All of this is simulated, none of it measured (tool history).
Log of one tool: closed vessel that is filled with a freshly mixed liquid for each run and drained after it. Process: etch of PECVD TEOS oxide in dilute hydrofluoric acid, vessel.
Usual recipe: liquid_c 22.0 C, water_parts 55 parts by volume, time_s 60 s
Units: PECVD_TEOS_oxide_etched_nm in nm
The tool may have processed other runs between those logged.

run,hour,liquid_c,water_parts,time_s,"read-back film thickness of the PECVD TEOS oxide reference wafer, read on the same gauge (nm)",PECVD_TEOS_oxide_etched_nm
1,0.0,22.0,55,70,60.00,32.16
2,86.4,22.0,55,70,59.97,32.28
3,183.0,22.0,55,70,60.01,31.76
4,229.1,19.0,55,60,60.01,24.13
5,325.3,19.0,55,60,60.01,24.45
# hour 331.6: hydrofluoric acid flow meter replaced
6,404.9,19.0,55,60,60.02,24.04
7,465.0,22.0,45,60,59.94,33.88
8,523.2,20.5,40,60,60.07,35.26
# hour 548.3: gauge calibrated
9,590.4,20.5,40,60,60.00,36.33
10,661.5,20.5,40,60,60.00,35.78
# hour 672.1: thermometer replaced
11,755.9,22.0,55,60,60.03,27.28
12,838.8,22.0,55,60,59.98,27.14
13,926.2,22.0,55,95,60.03,43.20
14,998.5,22.0,55,60,60.03,27.19
15,1093.0,17.5,65,80,59.99,25.20

What will run 16 give?
16,1178.4,22.0,55,80,?,?

{"run 16": {"read-back film thickness of the PECVD TEOS oxide reference wafer, read on the same gauge (nm)": 60.07, "PECVD_TEOS_oxide_etched_nm": 36.47}}
On a tool with no hidden condition, and with the same random variation, this run would have come out at PECVD_TEOS_oxide_etched_nm 36.47 nm.

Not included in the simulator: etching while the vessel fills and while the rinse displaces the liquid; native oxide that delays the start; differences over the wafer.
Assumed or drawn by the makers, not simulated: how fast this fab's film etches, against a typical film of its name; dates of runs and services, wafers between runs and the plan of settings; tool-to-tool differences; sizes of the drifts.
